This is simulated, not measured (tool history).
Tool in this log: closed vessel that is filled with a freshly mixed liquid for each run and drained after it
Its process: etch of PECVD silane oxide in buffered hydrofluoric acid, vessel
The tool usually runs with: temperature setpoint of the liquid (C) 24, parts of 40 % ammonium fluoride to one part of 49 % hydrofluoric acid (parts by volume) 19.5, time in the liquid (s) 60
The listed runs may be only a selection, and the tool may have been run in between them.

run   hour  temperature setpoint of the liquid (C)  parts of 40 % ammonium fluoride to one part of 49 % hydrofluoric acid (parts by volume)  time in the liquid (s)  wafers since the last listed run  hours since the thermometer was replaced  hours since the hydrofluoric acid flow meter was replaced  hours since the gauge calibration  read-back film thickness of the PECVD silane oxide reference wafer, read on the same gauge (nm)  thickness taken off the PECVD silane oxide on a monitor wafer (angstrom)
  1      0                                      24                                                                                     19.5                      60                                 0                                    1711.8                                                      645.7                              268.2                                                                                              120                                                                    1274.6
  2   14.5                                      24                                                                                     19.5                      60                              1272                                    1726.3                                                      660.2                              282.7                                                                                              120                                                                    1277.7
  3   33.4                                      24                                                                                     19.5                      60                              1658                                    1745.2                                                      679.1                              301.6                                                                                           120.01                                                                    1275.2
  4   46.2                                      24                                                                                     19.5                      45                              1123                                      1758                                                      691.9                              314.4                                                                                              120                                                                     947.7
  5   74.6                                      24                                                                                     19.5                      45                              2491                                    1786.4                                                      720.3                              342.8                                                                                              120                                                                     958.3
  6    105                                      24                                                                                     19.5                      45                              2667                                    1816.8                                                      750.7                              373.2                                                                                           119.98                                                                     944.3
  7  118.9                                      24                                                                                     19.5                      60                              1219                                    1830.7                                                      764.6                              387.1                                                                                           119.96                                                                    1262.9
  8  133.5                                      24                                                                                     19.5                      60                              1280                                    1845.3                                                      779.2                              401.7                                                                                           120.01                                                                    1259.1
  9  146.7                                      24                                                                                     19.5                      60                              1158                                    1858.5                                                      792.4                              414.9                                                                                           120.01                                                                    1257.3
 10  160.6                                      24                                                                                     19.5                      60                              1219                                    1872.4                                                      806.3                              428.8                                                                                           119.98                                                                    1257.6
 11  178.2                                      26                                                                                     19.5                      80                              1544                                      1890                                                      823.9                              446.4                                                                                              120                                                                    1869.2
     197.9  -- thermometer replaced
 12  201.9                                      24                                                                                     19.5                      30                              1991                                         4                                                      847.6                              470.1                                                                                           119.97                                                                     742.4
     213.7  -- hydrofluoric acid flow meter replaced
 13  223.3                                      24                                                                                     19.5                      30                              1789                                      25.4                                                        9.6                              491.5                                                                                           120.02                                                                     737.8
 14  249.1                                      24                                                                                     19.5                      30                              2263                                      51.2                                                       35.4                              517.3                                                                                           119.97                                                                     740.5
 15  262.1                                      24                                                                                     19.5                      35                              1140                                      64.2                                                       48.4                              530.3                                                                                           120.01                                                                     862.8
     281.3  -- gauge calibrated
 16  284.5                                      24                                                                                     19.5                      60                              1965                                      86.6                                                       70.8                                3.2                                                                                           120.03                                                                    1481.9
 17  316.8                                    19.5                                                                                       25                      60                              2833                                     118.9                                                      103.1                               35.5                                                                                           120.01                                                                     958.6
 18  333.6                                      24                                                                                     19.5                      60                              1473                                     135.7                                                      119.9                               52.3                                                                                           119.99                                                                    1457.8
 19  347.6                                    27.5                                                                                       17                      30                              1228                                     149.7                                                      133.9                               66.3                                                                                           119.98                                                                    1018.3
 20  365.4                                      24                                                                                     19.5                      60                              1561                                     167.5                                                      151.7                               84.1                                                                                           119.97                                                                    1484.3
 21  386.1                                      21                                                                                     26.5                      90                              1816                                     188.2                                                      172.4                              104.8                                                                                           119.99                                                                    1500.4
 22  405.2                                      20                                                                                       14                      75                              1675                                     207.3                                                      191.5                              123.9                                                                                              120                                                                    2018.9
 23  427.2                                      26                                                                                       14                      60                              1930                                     229.3                                                      213.5                              145.9                                                                                           119.99                                                                    2263.6
 24  440.4                                    25.5                                                                                     19.5                      45                              1158                                     242.5                                                      226.7                              159.1                                                                                              120                                                                    1188.9
 25  468.4                                      20                                                                                       12                      60                              2456                                     270.5                                                      254.7                              187.1                                                                                              120                                                                    1869.8
 26  490.3                                      24                                                                                     19.5                      60                              1921                                     292.4                                                      276.6                                209                                                                                              120                                                                    1441.9
 27    506                                    26.5                                                                                       14                      50                              1377                                     308.1                                                      292.3                              224.7                                                                                           120.01                                                                    1905.7
 28  530.9                                      19                                                                                       27                      40                              2184                                       333                                                      317.2                              249.6                                                                                           119.98                                                                     575.8
 29  560.6                                      21                                                                                     22.5                      80                              2605                                     362.7                                                      346.9                              279.3                                                                                           119.99                                                                    1453.4
 30    595                                      24                                                                                       14                      90                              3018                                     397.1                                                      381.3                              313.7                                                                                              120                                                                    3010.4

List, for all runs, the conditions of the tool that the log does not record:
hydrofluoric acid flow below the setpoint (%): 0 at every run
gauge reads high (%): 0 at every run
H1: liquid colder than its thermometer reads (K)
run     H1
  1   3.04
  2   3.06
  3   3.09
  4   3.11
  5   3.15
  6    3.2
  7   3.22
  8   3.24
  9   3.26
 10   3.28
 11   3.31
 12  0.291
 13  0.323
 14  0.362
 15  0.381
 16  0.415
 17  0.464
 18  0.489
 19   0.51
 20  0.537
 21  0.568
 22  0.597
 23   0.63
 24   0.65
 25  0.692
 26  0.725
 27  0.749
 28  0.786
 29  0.831
 30  0.882
